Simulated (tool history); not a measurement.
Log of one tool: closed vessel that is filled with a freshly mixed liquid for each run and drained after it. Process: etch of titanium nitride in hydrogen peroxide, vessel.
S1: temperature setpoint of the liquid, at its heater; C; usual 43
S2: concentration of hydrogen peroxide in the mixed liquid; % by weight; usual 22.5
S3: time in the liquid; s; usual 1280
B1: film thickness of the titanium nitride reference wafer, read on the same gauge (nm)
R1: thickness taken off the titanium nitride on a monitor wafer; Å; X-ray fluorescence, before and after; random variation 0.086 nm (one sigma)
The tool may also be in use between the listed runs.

run	hour	S1	S2	S3	B1	R1
1	0	43	22.5	1280	119.99	235.9
2	55	43	17	1575	120.01	270.3
3	97	43	22.5	1280	120.03	234.6
# hour 118.8: thermometer replaced
4	142.6	43	26.5	1435	119.96	271.6
5	211.3	43	26.5	1435	120.01	270.8
6	260	43	22.5	1280	120	232.9
7	324.3	43	22.5	1280	120.01	234.6
8	350.8	43	22.5	1280	119.98	232.5
# hour 369.4: new drum of peroxide connected
9	393	43	18.5	1280	119.98	227.1
10	448.9	43	25.5	1880	120.03	358.8
11	491.2	43	17	1280	120	224.2
12	522.9	43	22.5	1280	120.04	236.6
13	582	38	19	1645	120	200.5
14	631.2	49.5	24.5	1280	120.02	390.4
15	663	43	22.5	1280	120.03	238.3
# hour 672.1: peroxide flow meter replaced
16	734	43	19.5	1280	119.97	228.7
17	761.9	43	22.5	1900	120.02	352.9
18	816.3	43	22.5	1755	119.98	323
19	877.8	43	22.5	1280	120	235.6
20	937.2	47	19	1280	120.01	304.3
21	989.9	38	29	1040	119.99	137.9
# hour 993.4: gauge calibrated
22	1162.9	43	22.5	1280	120	235.4
23	1203.8	43	22.5	1535	120.02	281.6
24	1232	43	22.5	1280	119.98	234.6
25	1300.2	51.5	22.5	1280	119.99	435.2
26	1324.4	45.5	22.5	1845	119.99	404.9
27	1395.1	39	22.5	1540	119.99	207.2
28	1458.7	38	22.5	1280	120.02	160.3
29	1503.9	43	22.5	2045	119.99	372.1

Forecast each of these 4 alternatives for the next run:
A	1504.9	43	22.5	1280	?	?
B	1504.9	43	25.5	1280	?	?
C	1504.9	50	24.5	1970	?	?
D	1504.9	45.5	22.5	1870	?	?

run	B1	R1
A	119.98	232.6
B	119.98	238.9
C	119.98	611.3
D	119.98	409.7
Without the tool's hidden state the same runs would have given:
run	R1
A	237.3
B	243.8
C	623.7
D	418

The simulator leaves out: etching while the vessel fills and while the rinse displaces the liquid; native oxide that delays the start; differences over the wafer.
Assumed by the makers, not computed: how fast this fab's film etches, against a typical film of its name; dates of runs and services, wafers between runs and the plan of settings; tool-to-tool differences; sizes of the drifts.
